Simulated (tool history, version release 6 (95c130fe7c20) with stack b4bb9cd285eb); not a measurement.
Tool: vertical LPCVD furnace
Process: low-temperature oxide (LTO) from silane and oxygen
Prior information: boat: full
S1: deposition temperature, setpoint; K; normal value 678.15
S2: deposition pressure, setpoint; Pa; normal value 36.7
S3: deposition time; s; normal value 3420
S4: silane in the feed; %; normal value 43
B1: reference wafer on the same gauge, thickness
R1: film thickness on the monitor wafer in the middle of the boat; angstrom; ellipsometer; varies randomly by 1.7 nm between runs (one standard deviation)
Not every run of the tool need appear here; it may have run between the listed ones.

run	hour	S1	S2	S3	S4	B1	R1
1	0	678.15	39.3	3420	43	593.9	7653.3
# hour 5.4: gauge calibrated
2	35.4	678.15	39.3	3420	43	593.67	7693.4
3	65.7	678.15	39.3	3420	43	593.83	7704.8
4	96.4	678.15	36.7	3420	43	593.7	7159.9
5	110.6	678.15	40.7	3420	43	594.44	7938.7
6	126.2	678.15	36.7	3420	43	594.5	7148.3
7	141.9	671.15	36.7	3420	43	593.86	6641.1
# hour 186.4: silane flow controller replaced
8	186.9	671.15	36.7	3420	43	594.09	6629.8
9	192.5	671.15	36.7	3420	43	594.17	6636
# hour 225.5: thermocouples replaced and temperature profile calibrated
10	226	678.15	36.7	3420	43	593.4	7155
11	234.1	678.15	36.7	3840	43	593.96	8054.2
12	303	689.15	40.7	2130	50	594.33	6355.9
13	336.6	678.15	36.7	3420	43	594.15	7182
14	353.4	678.15	36.7	3900	40	594.15	7542.5
# hour 369.7: gauge calibrated
15	371.4	678.15	36.7	3840	50	594.19	9274.6
# hour 395.7: pressure gauge zeroed
16	396.2	678.15	36.7	3420	43	593.89	7153.3
17	419.7	688.15	36.7	2820	43	593.91	6562.9
18	432.2	678.15	36.7	3420	43	594.36	7145.4
19	466.3	673.15	36.7	3930	43	594.4	7785.9
20	504.8	678.15	34	4560	48	593.87	9851.3
21	525.7	678.15	36.7	2160	43	593.91	4522.5

5 ways to go on from here, each from the tool as it stands after run 21. What would each give?
A	531.4	685.15	36.7	3420	43	?	?
B	531.4	685.15	36.7	4140	43	?	?
C	531.4	685.15	28	3420	43	?	?
D	531.4	668.15	42	3420	50	?	?
E	531.4	688.15	30	3030	49	?	?

run	B1	R1
A	594.52	7742.5
B	594.52	9372.5
C	594.52	5912.4
D	594.52	8591.3
E	594.52	6534.2
With the hidden condition removed and each run's random variation left untouched, the same runs would have given:
run	R1
A	7742.5
B	9372.5
C	5912.4
D	8591.3
E	6534.2
